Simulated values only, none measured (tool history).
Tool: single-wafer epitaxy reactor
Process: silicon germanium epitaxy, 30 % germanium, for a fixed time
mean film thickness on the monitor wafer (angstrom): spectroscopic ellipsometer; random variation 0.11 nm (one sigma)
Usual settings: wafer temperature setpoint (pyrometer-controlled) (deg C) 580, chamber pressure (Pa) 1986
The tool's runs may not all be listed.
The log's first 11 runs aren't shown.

run	day	wafer temperature setpoint (pyrometer-controlled) (deg C)	chamber pressure (Pa)	wafers since the last listed run	hours since the last pyrometer calibration	hours since the last manometer calibration	hours since the showerhead was replaced	hours since the gauge calibration	read-back reference wafer on the same gauge, thickness_nm	mean film thickness on the monitor wafer (angstrom)
12	34.225	580	2386	1584	1847	281.7	5575.7	3067.9	35.994	383.1
# day 35.533: gauge calibrated
13	38.133	580	2373	1673	1940.8	375.5	5669.5	62.4	36.01	384.14
14	40.904	580	1986	1186	2007.3	442	5736	128.9	35.989	361.62
15	42.667	591	1986	754	2049.6	484.3	5778.3	171.2	36.009	458.8
16	46.762	580	1986	1754	2147.9	582.6	5876.6	269.5	35.983	356.88
# day 47.896: pyrometer calibrated
17	50.3	580	1800	1372	57.7	667.5	5961.5	354.4	36.003	353.87
18	54.138	587	1986	1643	149.8	759.6	6053.6	446.5	36.022	423.85
19	55.917	573	1613	761	192.5	802.3	6096.3	489.2	35.998	291.68
20	57.633	585	1707	735	233.7	843.5	6137.5	530.4	36.01	387.38
# day 60.246: showerhead replaced
21	61.412	580	1986	1475	324.4	934.2	28	621.1	35.99	361.06
22	65.479	566	2320	1741	422	1031.8	125.6	718.7	35.977	277.09
23	69.288	580	2306	1630	513.4	1123.2	217	810.1	35.989	378.35
24	72.658	585	2240	1443	594.3	1204.1	297.9	891	36.013	413.49
25	74.321	595	2453	711	634.2	1244	337.8	930.9	36.007	528.77
# day 75.704: capacitance manometer re-zeroed and calibrated
26	76.062	586	1547	603	676	8.6	379.6	972.7	35.993	385.87
27	80.5	580	1986	1900	782.5	115.1	486.1	1079.2	36.005	366.11
28	82.079	580	1813	676	820.4	153	524	1117.1	36.013	356.13
29	85.192	580	1986	1332	895.1	227.7	598.7	1191.8	36.018	368.07
30	88.267	580	1747	1316	968.9	301.5	672.5	1265.6	36.011	350.2
31	92.483	569	1613	1805	1070.1	402.7	773.7	1366.8	36	268.59
32	95.846	580	1986	1440	1150.8	483.4	854.4	1447.5	35.991	363.83
33	97.938	580	2346	895	1201	533.6	904.6	1497.7	36.015	386.93
34	100.354	586	2280	1034	1259	591.6	962.6	1555.7	36.012	433.44
35	102.833	575	2386	1061	1318.5	651.1	1022.1	1615.2	35.982	343.24

4 ways to go on from here, each from the tool as it stands after run 35. What would each give?
A	102.85	580	1627	7	1318.9	651.5	1022.5	1615.6	?	?
B	102.85	580	1840	7	1318.9	651.5	1022.5	1615.6	?	?
C	102.85	571	2480	7	1318.9	651.5	1022.5	1615.6	?	?
D	102.85	571	1547	7	1318.9	651.5	1022.5	1615.6	?	?

run	read-back reference wafer on the same gauge, thickness_nm	mean film thickness on the monitor wafer (angstrom)
A	35.983	343.57
B	35.983	356.42
C	35.983	320.76
D	35.983	277.5
Without the tool's hidden state the same runs would have given:
run	mean film thickness on the monitor wafer (angstrom)
A	346.98
B	359.96
C	324
D	280.31
